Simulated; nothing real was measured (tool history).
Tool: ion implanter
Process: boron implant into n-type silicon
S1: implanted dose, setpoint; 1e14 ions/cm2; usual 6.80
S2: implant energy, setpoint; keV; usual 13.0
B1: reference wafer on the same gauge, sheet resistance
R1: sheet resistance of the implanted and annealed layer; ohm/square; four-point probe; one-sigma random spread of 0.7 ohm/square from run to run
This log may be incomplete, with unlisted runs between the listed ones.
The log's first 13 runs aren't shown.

run    hour    S1    S2      B1      R1
 14  1113.5  6.80  13.0  157.07  181.48
 15  1206.4  6.80  13.0  157.08  181.13
 16  1271.2  6.28  10.5  156.83  196.44
 17  1344.3  8.14   9.0  156.90  166.60
     1359.0  -- Faraday cup replaced and dose calibrated
 18  1407.9  6.80  13.0  157.01  184.56
     1457.6  -- extraction supply calibrated
     1473.4  -- gauge calibrated
 19  1623.7  6.80  13.0  157.00  183.77
 20  1730.0  8.23   9.5  157.11  165.35
 21  1800.9  6.80  16.0  156.91  181.53
 22  1890.1  6.80  17.5  156.87  179.61
 23  1991.7  6.80  15.5  156.98  179.99
 24  2081.3  5.20  15.5  156.86  225.79
 25  2131.4  6.80  13.0  156.86  183.18
 26  2184.1  5.05  14.5  156.99  231.34
 27  2268.6  6.80  13.0  156.90  182.36
 28  2373.4  6.80  11.5  156.92  183.72
 29  2479.2  6.80  13.0  156.95  182.14
 30  2533.0  6.09  16.5  157.03  195.51
 31  2630.5  6.80  13.0  157.03  181.92
 32  2677.3  8.51  17.0  157.00  148.09
 33  2714.1  6.80  13.0  156.92  181.95
 34  2781.9  6.80  13.0  156.90  181.42
 35  2822.3  4.89  15.0  156.88  234.67
 36  2928.6  5.59   9.5  157.06  217.10
 37  3007.0  7.54  14.5  157.11  165.05

Alternative continuations, all from the tool just after run 37; predict every row:
  A  3007.4  6.80  16.5   ?   ?
  B  3007.4  7.83  10.5   ?   ?
  C  3007.4  6.19  10.0   ?   ?
  D  3007.4  6.19  16.5   ?   ?

run      B1      R1
  A  156.94  177.70
  B  156.94  166.12
  C  156.94  199.76
  D  156.94  192.14
Stripped of hidden state, with their random variation kept, the same runs would have yielded:
run      R1
  A  182.04
  B  169.69
  C  204.41
  D  196.83
